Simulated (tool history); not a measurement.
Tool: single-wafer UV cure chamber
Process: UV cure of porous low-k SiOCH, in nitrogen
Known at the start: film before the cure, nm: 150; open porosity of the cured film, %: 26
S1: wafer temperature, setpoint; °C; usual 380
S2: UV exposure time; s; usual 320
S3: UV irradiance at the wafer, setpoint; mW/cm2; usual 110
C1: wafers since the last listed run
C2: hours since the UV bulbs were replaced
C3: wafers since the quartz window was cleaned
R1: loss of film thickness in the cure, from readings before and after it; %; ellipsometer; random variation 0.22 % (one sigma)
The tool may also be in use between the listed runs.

run 1 hour=0.0 | S1=380 S2=320 S3=110 | C1=0 C2=2463.1 C3=3040 | R1=15.568
run 2 hour=8.7 | S1=380 S2=320 S3=110 | C1=122 C2=2471.8 C3=3163 | R1=15.610
run 3 hour=24.0 | S1=380 S2=210 S3=110 | C1=216 C2=2487.1 C3=3379 | R1=13.663
run 4 hour=41.7 | S1=386 S2=320 S3=110 | C1=250 C2=2504.8 C3=3629 | R1=15.877
run 5 hour=55.8 | S1=380 S2=320 S3=110 | C1=199 C2=2518.9 C3=3829 | R1=15.485
-- hour=105.5 quartz window cleaned
run 6 hour=106.0 | S1=380 S2=320 S3=110 | C1=596 C2=2569.1 C3=7 | R1=16.563
run 7 hour=113.8 | S1=380 S2=320 S3=110 | C1=110 C2=2576.9 C3=117 | R1=16.494
run 8 hour=124.8 | S1=380 S2=370 S3=110 | C1=155 C2=2587.9 C3=272 | R1=17.217
run 9 hour=131.3 | S1=380 S2=370 S3=110 | C1=91 C2=2594.4 C3=364 | R1=17.105
run 10 hour=138.0 | S1=380 S2=410 S3=110 | C1=94 C2=2601.1 C3=459 | R1=18.031
run 11 hour=150.6 | S1=380 S2=410 S3=110 | C1=178 C2=2613.7 C3=637 | R1=17.826
run 12 hour=158.2 | S1=372 S2=490 S3=81 | C1=107 C2=2621.3 C3=744 | R1=17.098
run 13 hour=170.8 | S1=386 S2=375 S3=110 | C1=178 C2=2633.9 C3=922 | R1=17.628
run 14 hour=185.6 | S1=363 S2=160 S3=126 | C1=209 C2=2648.7 C3=1132 | R1=12.897
run 15 hour=206.9 | S1=380 S2=320 S3=125 | C1=301 C2=2670.0 C3=1433 | R1=17.300
run 16 hour=216.5 | S1=380 S2=320 S3=110 | C1=135 C2=2679.6 C3=1568 | R1=16.378
-- hour=225.6 UV bulbs replaced
run 17 hour=230.9 | S1=365 S2=415 S3=91 | C1=90 C2=5.3 C3=1659 | R1=16.093
run 18 hour=246.0 | S1=371 S2=190 S3=110 | C1=213 C2=20.4 C3=1872 | R1=13.104
run 19 hour=252.0 | S1=380 S2=320 S3=110 | C1=84 C2=26.4 C3=1957 | R1=16.590
run 20 hour=261.9 | S1=391 S2=215 S3=135 | C1=139 C2=36.3 C3=2097 | R1=15.612
run 21 hour=269.9 | S1=380 S2=390 S3=97 | C1=113 C2=44.3 C3=2210 | R1=16.393
run 22 hour=284.7 | S1=380 S2=320 S3=74 | C1=209 C2=59.1 C3=2419 | R1=13.700
run 23 hour=295.8 | S1=380 S2=320 S3=81 | C1=156 C2=70.2 C3=2576 | R1=14.523

5 ways to go on from here, each from the tool as it stands after run 23. What would each give?
run A hour=296.2 | S1=380 S2=320 S3=73 | C1=5 C2=70.6 C3=2582 | R1=?
run B hour=296.2 | S1=362 S2=180 S3=110 | C1=5 C2=70.6 C3=2582 | R1=?
run C hour=296.2 | S1=371 S2=245 S3=78 | C1=5 C2=70.6 C3=2582 | R1=?
run D hour=296.2 | S1=396 S2=445 S3=121 | C1=5 C2=70.6 C3=2582 | R1=?
run E hour=296.2 | S1=380 S2=320 S3=88 | C1=5 C2=70.6 C3=2582 | R1=?

run=A R1=13.982
run=B R1=12.722
run=C R1=12.737
run=D R1=18.919
run=E R1=14.982
Without the tool's hidden state the same runs would have given:
run=A R1=14.756
run=B R1=13.476
run=C R1=13.491
run=D R1=19.732
run=E R1=15.770
